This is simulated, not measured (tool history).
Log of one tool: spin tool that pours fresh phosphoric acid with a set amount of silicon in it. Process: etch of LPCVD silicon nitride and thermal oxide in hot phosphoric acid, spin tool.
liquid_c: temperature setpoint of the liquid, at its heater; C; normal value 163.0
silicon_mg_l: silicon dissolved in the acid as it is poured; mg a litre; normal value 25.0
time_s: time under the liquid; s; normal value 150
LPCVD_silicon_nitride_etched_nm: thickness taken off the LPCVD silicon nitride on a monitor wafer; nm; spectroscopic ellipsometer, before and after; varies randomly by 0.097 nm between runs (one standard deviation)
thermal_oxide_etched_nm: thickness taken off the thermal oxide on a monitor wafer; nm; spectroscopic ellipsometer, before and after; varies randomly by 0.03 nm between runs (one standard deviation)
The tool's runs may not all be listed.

run     day  liquid_c  silicon_mg_l  time_s  wafers since the last listed run  hours since the thermometer was replaced  hours since the dissolved silicon flow meter was replaced  hours since the heated supply line was repaired  hours since the gauge calibration  read-back film thickness of the LPCVD silicon nitride reference wafer, read on the same gauge (nm)  read-back film thickness of the thermal oxide reference wafer, read on the same gauge (nm)  LPCVD_silicon_nitride_etched_nm  thermal_oxide_etched_nm
  1   0.000     163.0          33.0     150                                 0                                     894.8                                                      571.6                                           1346.5                              208.0                                                                                               59.98                                                                                      59.967                            11.54                    0.152
  2   0.358     163.0          39.0     105                                71                                     903.4                                                      580.2                                           1355.1                              216.6                                                                                               60.00                                                                                      60.001                             8.06                    0.072
  3   0.821     163.0          39.0     105                                92                                     914.5                                                      591.3                                           1366.2                              227.7                                                                                               60.00                                                                                      60.015                             8.17                    0.074
  4   1.217     163.0          39.0     105                                79                                     924.0                                                      600.8                                           1375.7                              237.2                                                                                               60.00                                                                                      60.016                             7.96                    0.070
  5   1.946     163.0          25.0     150                               145                                     941.5                                                      618.3                                           1393.2                              254.7                                                                                               59.99                                                                                      60.031                            11.46                    0.231
  6   2.558     163.0          25.0     150                               122                                     956.2                                                      633.0                                           1407.9                              269.4                                                                                               59.99                                                                                      60.021                            11.54                    0.196
      2.617  -- thermometer replaced
  7   2.846     163.0          15.0     205                                49                                       5.5                                                      639.9                                           1414.8                              276.3                                                                                               59.99                                                                                      59.951                            15.65                    0.392
  8   3.492     160.5          33.0      90                               129                                      21.0                                                      655.4                                           1430.3                              291.8                                                                                               59.98                                                                                      59.994                             6.32                    0.064
  9   4.121     165.5          11.5     150                               125                                      36.1                                                      670.5                                           1445.4                              306.9                                                                                               59.99                                                                                      59.984                            12.43                    0.357
 10   4.575     164.0          25.0     150                                90                                      47.0                                                      681.4                                           1456.3                              317.8                                                                                               60.03                                                                                      59.959                            11.86                    0.169
 11   5.221     163.0          36.5     105                               129                                      62.5                                                      696.9                                           1471.8                              333.3                                                                                               59.96                                                                                      59.969                             8.02                    0.087
      5.779  -- dissolved silicon flow meter replaced
 12   5.942     163.0          25.0     150                               135                                      79.8                                                        3.9                                           1489.1                              350.6                                                                                               60.02                                                                                      59.984                            11.44                    0.221
 13   6.608     163.0          25.0     150                               133                                      95.8                                                       19.9                                           1505.1                              366.6                                                                                               59.97                                                                                      60.054                            11.42                    0.180
      6.912  -- gauge calibrated
 14   7.333     161.0          43.0      70                               145                                     113.2                                                       37.3                                           1522.5                               10.1                                                                                               59.98                                                                                      59.974                             4.98                    0.038
      7.696  -- heated supply line repaired
 15   7.879     160.5          12.5     200                               100                                     126.3                                                       50.4                                              4.4                               23.2                                                                                               59.99                                                                                      59.990                            15.78                    0.399
 16   9.454     163.0          42.5      70                               315                                     164.1                                                       88.2                                             42.2                               61.0                                                                                               60.05                                                                                      60.005                             5.94                    0.060
 17   9.804     166.0          34.0     240                                70                                     172.5                                                       96.6                                             50.6                               69.4                                                                                               60.01                                                                                      60.036                            22.51                    0.331
 18  10.321     165.0          19.5     235                               103                                     184.9                                                      109.0                                             63.0                               81.8                                                                                               60.00                                                                                      60.031                            21.43                    0.482
 19  10.767     164.5          39.5      70                                89                                     195.6                                                      119.7                                             73.7                               92.5                                                                                               60.02                                                                                      59.980                             6.32                    0.063
 20  11.354     163.0          25.0     150                               117                                     209.7                                                      133.8                                             87.8                              106.6                                                                                               60.03                                                                                      59.998                            12.71                    0.300
 21  11.850     163.0          42.5      70                                99                                     221.6                                                      145.7                                             99.7                              118.5                                                                                               60.04                                                                                      60.013                             5.92                    0.052
 22  12.412     165.0          10.0     175                               112                                     235.1                                                      159.2                                            113.2                              132.0                                                                                               60.00                                                                                      60.026                            16.00                    0.514

The logged runs with the hidden state left out (each run's random variation unchanged):
The hidden state here: liquid colder than its thermometer reads (K); dissolved silicon flow above the setpoint (%); temperature lost on the way to the wafer (K); gauge reads high (%).
run  LPCVD_silicon_nitride_etched_nm  thermal_oxide_etched_nm
  1                            13.08                    0.200
  2                             9.14                    0.095
  3                             9.27                    0.098
  4                             9.04                    0.093
  5                            13.04                    0.307
  6                            13.15                    0.262
  7                            17.84                    0.524
  8                             7.22                    0.086
  9                            14.19                    0.478
 10                            13.57                    0.228
 11                             9.19                    0.118
 12                            13.14                    0.299
 13                            13.13                    0.245
 14                             5.74                    0.051
 15                            16.12                    0.419
 16                             6.09                    0.063
 17                            23.08                    0.350
 18                            22.00                    0.510
 19                             6.49                    0.067
 20                            13.08                    0.320
 21                             6.10                    0.056
 22                            16.49                    0.549
